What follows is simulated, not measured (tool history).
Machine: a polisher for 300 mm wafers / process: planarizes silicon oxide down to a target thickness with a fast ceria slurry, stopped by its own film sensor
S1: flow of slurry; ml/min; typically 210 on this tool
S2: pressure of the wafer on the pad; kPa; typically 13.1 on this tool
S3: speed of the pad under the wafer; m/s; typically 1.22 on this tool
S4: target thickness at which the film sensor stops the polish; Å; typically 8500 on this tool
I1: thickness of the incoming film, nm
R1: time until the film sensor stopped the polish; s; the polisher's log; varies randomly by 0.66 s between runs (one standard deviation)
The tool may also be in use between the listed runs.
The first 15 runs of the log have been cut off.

run 16 hour=204.4 | S1=210 S2=13.1 S3=1.22 S4=8500 | I1=1395.8 | R1=37.3
run 17 hour=212.0 | S1=210 S2=13.1 S3=1.60 S4=7970 | I1=1393.2 | R1=32.0
run 18 hour=228.8 | S1=210 S2=13.1 S3=1.22 S4=7900 | I1=1405.2 | R1=42.6
run 19 hour=235.2 | S1=210 S2=13.1 S3=1.22 S4=8500 | I1=1413.4 | R1=38.7
run 20 hour=241.2 | S1=210 S2=13.1 S3=1.22 S4=8500 | I1=1378.1 | R1=37.5
run 21 hour=250.4 | S1=210 S2=13.1 S3=1.22 S4=7900 | I1=1413.9 | R1=43.5
run 22 hour=259.7 | S1=240 S2=11.0 S3=1.22 S4=9120 | I1=1413.6 | R1=39.7
-- hour=265.6 worn pad replaced by a new one
run 23 hour=269.0 | S1=210 S2=13.1 S3=1.22 S4=8500 | I1=1384.7 | R1=37.3
run 24 hour=276.9 | S1=155 S2=13.1 S3=0.90 S4=7650 | I1=1397.8 | R1=63.2
run 25 hour=291.0 | S1=280 S2=9.7 S3=1.36 S4=8500 | I1=1416.2 | R1=45.3
run 26 hour=301.8 | S1=265 S2=13.1 S3=1.22 S4=9110 | I1=1416.6 | R1=33.8
run 27 hour=312.3 | S1=210 S2=13.1 S3=1.22 S4=8500 | I1=1412.4 | R1=37.9
run 28 hour=324.6 | S1=210 S2=16.5 S3=1.22 S4=8500 | I1=1373.5 | R1=28.4
run 29 hour=338.4 | S1=210 S2=9.7 S3=1.00 S4=8500 | I1=1402.7 | R1=62.0
run 30 hour=352.1 | S1=210 S2=13.1 S3=1.22 S4=6830 | I1=1389.5 | R1=48.2
run 31 hour=365.7 | S1=190 S2=11.0 S3=1.22 S4=8000 | I1=1397.2 | R1=48.0
-- hour=379.0 worn pad replaced by a new one
run 32 hour=379.5 | S1=210 S2=8.3 S3=1.22 S4=9400 | I1=1411.5 | R1=52.7
run 33 hour=382.6 | S1=140 S2=13.1 S3=1.22 S4=8500 | I1=1399.8 | R1=41.2
run 34 hour=398.5 | S1=210 S2=16.5 S3=1.22 S4=10230 | I1=1396.5 | R1=21.1
run 35 hour=404.8 | S1=210 S2=11.0 S3=1.22 S4=8500 | I1=1376.1 | R1=43.1
run 36 hour=431.7 | S1=210 S2=13.1 S3=1.22 S4=8500 | I1=1423.7 | R1=38.5
run 37 hour=442.2 | S1=250 S2=13.1 S3=1.22 S4=9780 | I1=1405.9 | R1=29.6

Alternative continuations, all from the tool just after run 37; predict every row:
run A hour=442.6 | S1=210 S2=13.1 S3=1.22 S4=8500 | I1=1371.4 | R1=?
run B hour=442.6 | S1=260 S2=13.1 S3=0.84 S4=8500 | I1=1371.4 | R1=?
run C hour=442.6 | S1=260 S2=16.5 S3=1.22 S4=7680 | I1=1371.4 | R1=?
run D hour=442.6 | S1=270 S2=13.1 S3=1.22 S4=8500 | I1=1371.4 | R1=?

run=A R1=36.3
run=B R1=51.3
run=C R1=32.4
run=D R1=35.2
Had the tool no hidden state, the same runs would have come out as:
run=A R1=36.3
run=B R1=51.3
run=C R1=32.4
run=D R1=35.2
